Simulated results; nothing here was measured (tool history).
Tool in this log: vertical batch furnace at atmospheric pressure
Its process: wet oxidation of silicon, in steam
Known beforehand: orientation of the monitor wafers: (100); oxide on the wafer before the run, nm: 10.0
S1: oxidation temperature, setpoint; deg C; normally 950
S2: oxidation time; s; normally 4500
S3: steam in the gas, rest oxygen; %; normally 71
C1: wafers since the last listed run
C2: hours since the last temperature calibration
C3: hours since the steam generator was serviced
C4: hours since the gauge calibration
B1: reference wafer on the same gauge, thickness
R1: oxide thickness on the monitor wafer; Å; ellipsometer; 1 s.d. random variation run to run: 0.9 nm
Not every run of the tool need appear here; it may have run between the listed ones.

Run 1, hour 0.0: usual settings but S1 939 deg C; C1 0; C2 2781.4; C3 3222.0; C4 380.4; B1 242.05. Result: R1 2185.4 Å.
Run 2, hour 35.5: usual settings; C1 607; C2 2816.9; C3 3257.5; C4 415.9; B1 242.14. Result: R1 2408.6 Å.
At hour 55.9: gauge calibrated.
Run 3, hour 92.6: usual settings; C1 976; C2 2874.0; C3 3314.6; C4 36.7; B1 241.89. Result: R1 2413.8 Å.
Run 4, hour 130.7: usual settings; C1 651; C2 2912.1; C3 3352.7; C4 74.8; B1 242.21. Result: R1 2417.2 Å.
Run 5, hour 164.0: usual settings; C1 569; C2 2945.4; C3 3386.0; C4 108.1; B1 242.05. Result: R1 2414.2 Å.
Run 6, hour 297.8: usual settings; C1 2289; C2 3079.2; C3 3519.8; C4 241.9; B1 241.45. Result: R1 2414.7 Å.
Run 7, hour 321.8: usual settings; C1 410; C2 3103.2; C3 3543.8; C4 265.9; B1 242.04. Result: R1 2418.9 Å.
Run 8, hour 362.2: usual settings but S2 5100 s; C1 691; C2 3143.6; C3 3584.2; C4 306.3; B1 241.72. Result: R1 2657.7 Å.
Run 9, hour 413.1: usual settings but S2 5100 s; C1 870; C2 3194.5; C3 3635.1; C4 357.2; B1 241.84. Result: R1 2666.2 Å.
At hour 451.6: thermocouples replaced and temperature profile calibrated.
Run 10, hour 452.1: usual settings but S1 971 deg C, S2 5940 s, S3 63 %; C1 256; C2 0.5; C3 3674.1; C4 396.2; B1 241.91. Result: R1 3283.6 Å.
At hour 485.6: gauge calibrated.
Run 11, hour 492.7: usual settings; C1 694; C2 41.1; C3 3714.7; C4 7.1; B1 242.13. Result: R1 2433.5 Å.
Run 12, hour 538.4: usual settings but S1 961 deg C; C1 781; C2 86.8; C3 3760.4; C4 52.8; B1 242.24. Result: R1 2681.8 Å.
At hour 594.1: steam generator serviced.
Run 13, hour 594.6: usual settings but S3 68 %; C1 550; C2 143.0; C3 0.5; C4 109.0; B1 242.03. Result: R1 2339.9 Å.
Run 14, hour 635.7: usual settings but S1 973 deg C, S2 5700 s, S3 60 %; C1 703; C2 184.1; C3 41.6; C4 150.1; B1 241.76. Result: R1 3138.4 Å.
Run 15, hour 687.2: usual settings; C1 881; C2 235.6; C3 93.1; C4 201.6; B1 242.29. Result: R1 2414.6 Å.
Run 16, hour 744.3: usual settings but S1 960 deg C; C1 976; C2 292.7; C3 150.2; C4 258.7; B1 242.15. Result: R1 2660.1 Å.
Run 17, hour 790.8: usual settings but S3 82 %; C1 795; C2 339.2; C3 196.7; C4 305.2; B1 241.77. Result: R1 2707.6 Å.
Run 18, hour 830.6: usual settings but S1 943 deg C, S2 3120 s, S3 77 %; C1 680; C2 379.0; C3 236.5; C4 345.0; B1 242.37. Result: R1 1801.6 Å.

How the hidden state differs across the entries between the runs, from the last listed run before each to the first after it:
After run 2, before run 3: gauge calibrated (hour 55.9)
  both runs share identical hidden conditions
After run 9, before run 10: thermocouples replaced and temperature profile calibrated (hour 451.6)
  both runs share identical hidden conditions
After run 10, before run 11: gauge calibrated (hour 485.6)
  both runs share identical hidden conditions
After run 12, before run 13: steam generator serviced (hour 594.1)
  both runs share identical hidden conditions
